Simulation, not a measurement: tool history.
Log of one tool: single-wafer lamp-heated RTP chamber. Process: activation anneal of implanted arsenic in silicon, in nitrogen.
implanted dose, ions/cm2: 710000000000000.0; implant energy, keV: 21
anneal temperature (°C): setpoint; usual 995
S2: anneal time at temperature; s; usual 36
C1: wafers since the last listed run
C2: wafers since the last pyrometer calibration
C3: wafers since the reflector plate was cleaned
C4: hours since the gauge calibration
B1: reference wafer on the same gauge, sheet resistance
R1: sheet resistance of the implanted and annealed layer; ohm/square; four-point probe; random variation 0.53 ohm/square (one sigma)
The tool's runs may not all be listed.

Run 1, hour 0.0: usual settings but anneal temperature (°C) 973; C1 0; C2 707; C3 4007; C4 1753.2; B1 189.95. Result: R1 174.15 ohm/square.
Run 2, hour 72.1: usual settings but anneal temperature (°C) 973; C1 682; C2 1390; C3 4690; C4 1825.3; B1 189.91. Result: R1 173.65 ohm/square.
Run 3, hour 214.7: usual settings but anneal temperature (°C) 973; C1 1350; C2 2741; C3 6041; C4 1967.9; B1 190.06. Result: R1 172.37 ohm/square.
Run 4, hour 303.7: usual settings; C1 842; C2 3584; C3 6884; C4 2056.9; B1 189.95. Result: R1 167.78 ohm/square.
Run 5, hour 381.4: usual settings but S2 25 s; C1 735; C2 4319; C3 7619; C4 2134.6; B1 190.07. Result: R1 170.98 ohm/square.
Run 6, hour 443.2: usual settings but S2 25 s; C1 585; C2 4905; C3 8205; C4 2196.4; B1 189.87. Result: R1 170.92 ohm/square.
At hour 513.1: reflector plate cleaned.
Run 7, hour 513.6: usual settings but S2 25 s; C1 590; C2 5496; C3 4; C4 2266.8; B1 189.83. Result: R1 170.48 ohm/square.
Run 8, hour 596.1: usual settings but anneal temperature (°C) 971; C1 781; C2 6277; C3 786; C4 2349.3; B1 189.79. Result: R1 171.44 ohm/square.
At hour 636.0: pyrometer window cleaned and pyrometer calibrated.
Run 9, hour 698.4: usual settings but anneal temperature (°C) 1004; C1 893; C2 590; C3 1679; C4 2451.6; B1 190.14. Result: R1 165.51 ohm/square.
Run 10, hour 801.3: usual settings but anneal temperature (°C) 1004; C1 974; C2 1565; C3 2653; C4 2554.5; B1 189.90. Result: R1 166.74 ohm/square.
Run 11, hour 867.3: usual settings but anneal temperature (°C) 1004; C1 625; C2 2190; C3 3278; C4 2620.5; B1 189.90. Result: R1 165.76 ohm/square.
Run 12, hour 969.6: usual settings but S2 51 s; C1 968; C2 3159; C3 4247; C4 2722.8; B1 189.88. Result: R1 165.04 ohm/square.
Run 13, hour 1060.9: usual settings; C1 864; C2 4023; C3 5112; C4 2814.1; B1 189.87. Result: R1 167.46 ohm/square.
Run 14, hour 1101.7: usual settings; C1 386; C2 4410; C3 5498; C4 2854.9; B1 190.10. Result: R1 167.04 ohm/square.
Run 15, hour 1157.5: usual settings; C1 528; C2 4938; C3 6027; C4 2910.7; B1 190.07. Result: R1 166.83 ohm/square.
Run 16, hour 1228.0: usual settings but anneal temperature (°C) 987, S2 51 s; C1 667; C2 5606; C3 6694; C4 2981.2; B1 189.93. Result: R1 165.76 ohm/square.
At hour 1327.2: reflector plate cleaned.
Run 17, hour 1487.2: usual settings but anneal temperature (°C) 971; C1 2379; C2 7985; C3 1515; C4 3240.4; B1 190.12. Result: R1 170.42 ohm/square.
At hour 1516.6: pyrometer window cleaned and pyrometer calibrated.
At hour 1537.9: gauge calibrated.
Run 18, hour 1553.7: usual settings but S2 45 s; C1 554; C2 350; C3 2069; C4 15.8; B1 190.04. Result: R1 166.38 ohm/square.
Run 19, hour 1626.5: usual settings but anneal temperature (°C) 1012; C1 689; C2 1040; C3 2758; C4 88.6; B1 189.92. Result: R1 164.33 ohm/square.
Run 20, hour 1681.6: usual settings but anneal temperature (°C) 971, S2 18 s; C1 521; C2 1562; C3 3280; C4 143.7; B1 190.01. Result: R1 178.12 ohm/square.
Run 21, hour 1965.8: usual settings but anneal temperature (°C) 1011, S2 24 s; C1 2691; C2 4253; C3 5972; C4 427.9; B1 189.78. Result: R1 167.89 ohm/square.
Run 22, hour 2012.8: usual settings but anneal temperature (°C) 971, S2 19 s; C1 445; C2 4698; C3 6417; C4 474.9; B1 189.96. Result: R1 177.07 ohm/square.
Run 23, hour 2192.4: usual settings but anneal temperature (°C) 1008, S2 16 s; C1 1700; C2 6399; C3 8118; C4 654.5; B1 190.15. Result: R1 170.51 ohm/square.
At hour 2222.2: pyrometer window cleaned and pyrometer calibrated.
Run 24, hour 2269.1: usual settings; C1 650; C2 443; C3 8768; C4 731.2; B1 189.87. Result: R1 168.51 ohm/square.
At hour 2297.0: reflector plate cleaned.
Run 25, hour 2376.8: usual settings but anneal temperature (°C) 966, S2 42 s; C1 944; C2 1388; C3 755; C4 838.9; B1 190.04. Result: R1 173.35 ohm/square.
Run 26, hour 2471.2: usual settings but anneal temperature (°C) 970, S2 57 s; C1 894; C2 2282; C3 1649; C4 933.3; B1 190.05. Result: R1 169.82 ohm/square.
Run 27, hour 2520.8: usual settings but anneal temperature (°C) 1013; C1 469; C2 2751; C3 2119; C4 982.9; B1 190.02. Result: R1 164.91 ohm/square.
Run 28, hour 2588.6: usual settings but anneal temperature (°C) 984, S2 24 s; C1 642; C2 3394; C3 2761; C4 1050.7; B1 190.01. Result: R1 174.20 ohm/square.
Run 29, hour 2683.6: usual settings but anneal temperature (°C) 1024, S2 15 s; C1 899; C2 4293; C3 3661; C4 1145.7; B1 189.96. Result: R1 168.16 ohm/square.
Run 30, hour 2746.2: usual settings but anneal temperature (°C) 1016, S2 47 s; C1 592; C2 4886; C3 4254; C4 1208.3; B1 190.03. Result: R1 160.33 ohm/square.
Run 31, hour 2789.1: usual settings but anneal temperature (°C) 1016, S2 22 s; C1 406; C2 5292; C3 4660; C4 1251.2; B1 190.02. Result: R1 166.42 ohm/square.
Run 32, hour 2849.1: usual settings but S2 17 s; C1 568; C2 5861; C3 5228; C4 1311.2; B1 189.91. Result: R1 172.40 ohm/square.
Run 33, hour 2894.2: usual settings but anneal temperature (°C) 1008, S2 16 s; C1 427; C2 6288; C3 5656; C4 1356.3; B1 190.02. Result: R1 170.16 ohm/square.
Run 34, hour 2944.0: usual settings but S2 58 s; C1 471; C2 6759; C3 6127; C4 1406.1; B1 190.00. Result: R1 161.79 ohm/square.
Run 35, hour 3002.0: usual settings but anneal temperature (°C) 1025, S2 43 s; C1 549; C2 7309; C3 6677; C4 1464.1; B1 190.06. Result: R1 158.26 ohm/square.
Run 36, hour 3068.9: usual settings but S2 25 s; C1 633; C2 7942; C3 7310; C4 1531.0; B1 189.90. Result: R1 169.04 ohm/square.

Forecast each of these 4 alternatives for the next run:
Run A, hour 3069.3: usual settings; C1 3; C2 7946; C3 7314; C4 1531.4; B1 ?. Result: R1 ?.
Run B, hour 3069.3: usual settings but anneal temperature (°C) 986; C1 3; C2 7946; C3 7314; C4 1531.4; B1 ?. Result: R1 ?.
Run C, hour 3069.3: usual settings but anneal temperature (°C) 1003, S2 23 s; C1 3; C2 7946; C3 7314; C4 1531.4; B1 ?. Result: R1 ?.
Run D, hour 3069.3: usual settings but anneal temperature (°C) 977, S2 45 s; C1 3; C2 7946; C3 7314; C4 1531.4; B1 ?. Result: R1 ?.

run      B1      R1
  A  189.96  164.49
  B  189.96  166.41
  C  189.96  166.70
  D  189.96  166.45
Without the tool's hidden state the same runs would have given:
run      R1
  A  167.95
  B  169.98
  C  169.95
  D  170.16
